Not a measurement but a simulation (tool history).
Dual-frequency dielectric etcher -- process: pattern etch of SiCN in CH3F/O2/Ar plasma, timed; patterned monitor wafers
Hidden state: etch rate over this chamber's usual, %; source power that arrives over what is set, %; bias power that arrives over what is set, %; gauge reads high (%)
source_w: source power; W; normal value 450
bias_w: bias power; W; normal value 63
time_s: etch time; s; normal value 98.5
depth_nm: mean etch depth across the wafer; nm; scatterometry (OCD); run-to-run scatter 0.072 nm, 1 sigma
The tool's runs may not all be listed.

run   hour  source_w  bias_w  time_s  wafers since the last listed run  hours since the last wet clean  hours since the last source power generator calibration  hours since the last bias power generator calibration  hours since the last upper electrode change  hours since the gauge calibration  read-back reference wafer on the same gauge, depth_nm  depth_nm
  1      0       370      63    81.5                                 0                           546.1                                                   1721.4                                                 4708.8                                       3612.7                              145.3                                                  38.62      27.6
  2   19.6       370      63    81.5                               147                           565.7                                                     1741                                                 4728.4                                       3632.3                              164.9                                                  38.59     27.59
  3   45.3       450      59    86.5                               192                           591.4                                                   1766.7                                                 4754.1                                         3658                              190.6                                                  38.59     30.08
  4   90.3       450      59    86.5                               337                           636.4                                                   1811.7                                                 4799.1                                         3703                              235.6                                                   38.6     30.13
  5  109.2       450      59    86.5                               141                           655.3                                                   1830.6                                                   4818                                       3721.9                              254.5                                                  38.61     30.17
     153.2  -- wet clean of the chamber
     170.7  -- upper electrode replaced
  6  171.2       510      63    98.5                               153                              18                                                   1892.6                                                   4880                                          0.5                              316.5                                                  38.58     36.63
  7  171.6       510      63    98.5                                 3                            18.4                                                     1893                                                 4880.4                                          0.9                              316.9                                                  38.61     36.52
     172.4  -- gauge calibrated
  8  173.9       490      63   116.5                                17                            20.7                                                   1895.3                                                 4882.7                                          3.2                                1.5                                                  38.59     42.79
  9  203.6       450      63    98.5                               222                            50.4                                                     1925                                                 4912.4                                         32.9                               31.2                                                   38.6     35.22
 10  223.7       450      59    86.5                               150                            70.5                                                   1945.1                                                 4932.5                                           53                               51.3                                                  38.58     30.16
 11  287.3       360      55    76.5                               477                           134.1                                                   2008.7                                                 4996.1                                        116.6                              114.9                                                   38.6     24.38
     315.4  -- source power generator calibrated
     325.3  -- bias power generator calibrated
 12  339.6       500      50    98.5                               332                           186.4                                                     24.2                                                   14.3                                        168.9                              167.2                                                   38.6     33.36
 13  364.7       450      63    98.5                               188                           211.5                                                     49.3                                                   39.4                                          194                              192.3                                                   38.6     35.34
 14  393.6       360      63    98.5                               216                           240.4                                                     78.2                                                   68.3                                        222.9                              221.2                                                   38.6     33.13
 15  418.9       450      71    98.5                               189                           265.7                                                    103.5                                                   93.6                                        248.2                              246.5                                                   38.6     37.12
 16  443.8       450      63   110.5                               186                           290.6                                                    128.4                                                  118.5                                        273.1                              271.4                                                   38.6     39.56

Consider 5 possible next runs. They are alternatives, not a sequence: every one starts from the tool as it was left by run 16. What does each give?
  A  444.2       540      63    98.5                                 3                             291                                                    128.8                                                  118.9                                        273.5                              271.8                                                      ?         ?
  B  444.2       450      63     112                                 3                             291                                                    128.8                                                  118.9                                        273.5                              271.8                                                      ?         ?
  C  444.2       490      78    80.5                                 3                             291                                                    128.8                                                  118.9                                        273.5                              271.8                                                      ?         ?
  D  444.2       390      63   113.5                                 3                             291                                                    128.8                                                  118.9                                        273.5                              271.8                                                      ?         ?
  E  444.2       450      58    98.5                                 3                             291                                                    128.8                                                  118.9                                        273.5                              271.8                                                      ?         ?

run  read-back reference wafer on the same gauge, depth_nm  depth_nm
  A                                                   38.6     37.24
  B                                                   38.6      40.1
  C                                                   38.6     32.19
  D                                                   38.6        39
  E                                                   38.6     34.13
Take away the tool's hidden state, keep each run's random variation, and the runs would have read:
run  depth_nm
  A     37.24
  B      40.1
  C     32.19
  D        39
  E     34.13
